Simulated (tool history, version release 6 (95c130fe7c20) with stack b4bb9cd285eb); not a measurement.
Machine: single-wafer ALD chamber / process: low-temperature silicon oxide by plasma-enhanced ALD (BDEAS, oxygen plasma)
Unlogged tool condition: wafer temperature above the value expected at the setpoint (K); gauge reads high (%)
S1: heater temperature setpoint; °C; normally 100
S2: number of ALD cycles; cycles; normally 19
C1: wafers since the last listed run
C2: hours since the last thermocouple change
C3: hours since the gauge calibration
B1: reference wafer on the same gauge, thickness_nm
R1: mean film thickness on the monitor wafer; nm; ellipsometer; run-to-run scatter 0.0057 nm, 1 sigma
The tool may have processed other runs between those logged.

Run 1, hour 0.0: usual settings; C1 0; C2 568.9; C3 341.7; B1 2.042. Result: R1 2.513 nm.
Run 2, hour 32.8: usual settings; C1 384; C2 601.7; C3 374.5; B1 2.043. Result: R1 2.518 nm.
Run 3, hour 47.3: usual settings; C1 170; C2 616.2; C3 389.0; B1 2.042. Result: R1 2.517 nm.
Run 4, hour 82.7: usual settings; C1 415; C2 651.6; C3 424.4; B1 2.042. Result: R1 2.511 nm.
Run 5, hour 112.9: usual settings; C1 354; C2 681.8; C3 454.6; B1 2.041. Result: R1 2.519 nm.
Run 6, hour 146.8: usual settings; C1 397; C2 715.7; C3 488.5; B1 2.042. Result: R1 2.505 nm.
Run 7, hour 181.5: usual settings; C1 407; C2 750.4; C3 523.2; B1 2.040. Result: R1 2.511 nm.
Run 8, hour 200.3: usual settings but S1 105 °C; C1 220; C2 769.2; C3 542.0; B1 2.038. Result: R1 2.503 nm.
Run 9, hour 225.7: usual settings; C1 297; C2 794.6; C3 567.4; B1 2.038. Result: R1 2.510 nm.
Run 10, hour 240.1: usual settings; C1 168; C2 809.0; C3 581.8; B1 2.040. Result: R1 2.515 nm.
Run 11, hour 266.5: usual settings but S2 20 cycles; C1 309; C2 835.4; C3 608.2; B1 2.039. Result: R1 2.647 nm.
Run 12, hour 295.8: usual settings; C1 343; C2 864.7; C3 637.5; B1 2.038. Result: R1 2.510 nm.
At hour 298.0: gauge calibrated.
Run 13, hour 326.8: usual settings; C1 363; C2 895.7; C3 28.8; B1 2.054. Result: R1 2.530 nm.
Run 14, hour 353.1: usual settings; C1 308; C2 922.0; C3 55.1; B1 2.052. Result: R1 2.528 nm.
Run 15, hour 367.0: usual settings but S2 17 cycles; C1 163; C2 935.9; C3 69.0; B1 2.052. Result: R1 2.256 nm.
Run 16, hour 387.1: usual settings but S2 17 cycles; C1 235; C2 956.0; C3 89.1; B1 2.049. Result: R1 2.265 nm.
Run 17, hour 418.1: usual settings but S2 17 cycles; C1 363; C2 987.0; C3 120.1; B1 2.049. Result: R1 2.270 nm.
Run 18, hour 445.6: usual settings but S2 16 cycles; C1 322; C2 1014.5; C3 147.6; B1 2.046. Result: R1 2.119 nm.
Run 19, hour 473.8: usual settings but S1 106 °C, S2 22 cycles; C1 330; C2 1042.7; C3 175.8; B1 2.044. Result: R1 2.884 nm.
Run 20, hour 486.2: usual settings but S1 113 °C, S2 16 cycles; C1 145; C2 1055.1; C3 188.2; B1 2.044. Result: R1 2.078 nm.
At hour 497.7: thermocouple changed; heater temperature recalibrated.
Run 21, hour 521.2: usual settings but S1 114 °C; C1 316; C2 23.5; C3 223.2; B1 2.041. Result: R1 2.444 nm.
Run 22, hour 533.6: usual settings but S1 106 °C; C1 145; C2 35.9; C3 235.6; B1 2.043. Result: R1 2.481 nm.
Run 23, hour 547.5: usual settings; C1 163; C2 49.8; C3 249.5; B1 2.041. Result: R1 2.519 nm.
Run 24, hour 582.2: usual settings but S1 108 °C; C1 407; C2 84.5; C3 284.2; B1 2.042. Result: R1 2.480 nm.
Run 25, hour 606.8: usual settings but S2 20 cycles; C1 288; C2 109.1; C3 308.8; B1 2.040. Result: R1 2.647 nm.
Run 26, hour 638.2: usual settings but S1 112 °C, S2 22 cycles; C1 368; C2 140.5; C3 340.2; B1 2.039. Result: R1 2.844 nm.
Run 27, hour 668.2: usual settings but S2 21 cycles; C1 351; C2 170.5; C3 370.2; B1 2.039. Result: R1 2.775 nm.
Run 28, hour 683.3: usual settings; C1 177; C2 185.6; C3 385.3; B1 2.038. Result: R1 2.505 nm.
Run 29, hour 716.2: usual settings but S1 105 °C; C1 385; C2 218.5; C3 418.2; B1 2.039. Result: R1 2.490 nm.
Run 30, hour 735.0: usual settings but S1 87 °C; C1 220; C2 237.3; C3 437.0; B1 2.036. Result: R1 2.631 nm.
Run 31, hour 753.8: usual settings; C1 220; C2 256.1; C3 455.8; B1 2.036. Result: R1 2.515 nm.
Run 32, hour 781.3: usual settings but S1 108 °C, S2 18 cycles; C1 322; C2 283.6; C3 483.3; B1 2.037. Result: R1 2.341 nm.
Run 33, hour 815.7: usual settings but S1 90 °C, S2 16 cycles; C1 403; C2 318.0; C3 517.7; B1 2.037. Result: R1 2.194 nm.
Run 34, hour 835.0: usual settings but S1 96 °C; C1 226; C2 337.3; C3 537.0; B1 2.036. Result: R1 2.548 nm.
Run 35, hour 868.6: usual settings but S2 23 cycles; C1 394; C2 370.9; C3 570.6; B1 2.036. Result: R1 3.037 nm.
Run 36, hour 902.1: usual settings; C1 392; C2 404.4; C3 604.1; B1 2.035. Result: R1 2.518 nm.
Run 37, hour 932.6: usual settings but S1 88 °C; C1 357; C2 434.9; C3 634.6; B1 2.034. Result: R1 2.621 nm.
At hour 959.5: gauge calibrated.
Run 38, hour 963.4: usual settings but S1 92 °C, S2 16 cycles; C1 361; C2 465.7; C3 3.9; B1 2.057. Result: R1 2.202 nm.

Here are 5 independent what-if runs from the current tool condition. What would each one return?
Run A, hour 963.8: usual settings but S1 85 °C; C1 4; C2 466.1; C3 4.3; B1 ?. Result: R1 ?.
Run B, hour 963.8: usual settings but S1 113 °C, S2 22 cycles; C1 4; C2 466.1; C3 4.3; B1 ?. Result: R1 ?.
Run C, hour 963.8: usual settings but S1 90 °C, S2 22 cycles; C1 4; C2 466.1; C3 4.3; B1 ?. Result: R1 ?.
Run D, hour 963.8: usual settings but S1 106 °C, S2 18 cycles; C1 4; C2 466.1; C3 4.3; B1 ?. Result: R1 ?.
Run E, hour 963.8: usual settings but S1 107 °C, S2 21 cycles; C1 4; C2 466.1; C3 4.3; B1 ?. Result: R1 ?.

run     B1     R1
  A  2.059  2.672
  B  2.059  2.858
  C  2.059  3.039
  D  2.059  2.370
  E  2.059  2.759
With no hidden state in the tool, these same runs would have given:
run     R1
  A  2.675
  B  2.861
  C  3.042
  D  2.372
  E  2.762

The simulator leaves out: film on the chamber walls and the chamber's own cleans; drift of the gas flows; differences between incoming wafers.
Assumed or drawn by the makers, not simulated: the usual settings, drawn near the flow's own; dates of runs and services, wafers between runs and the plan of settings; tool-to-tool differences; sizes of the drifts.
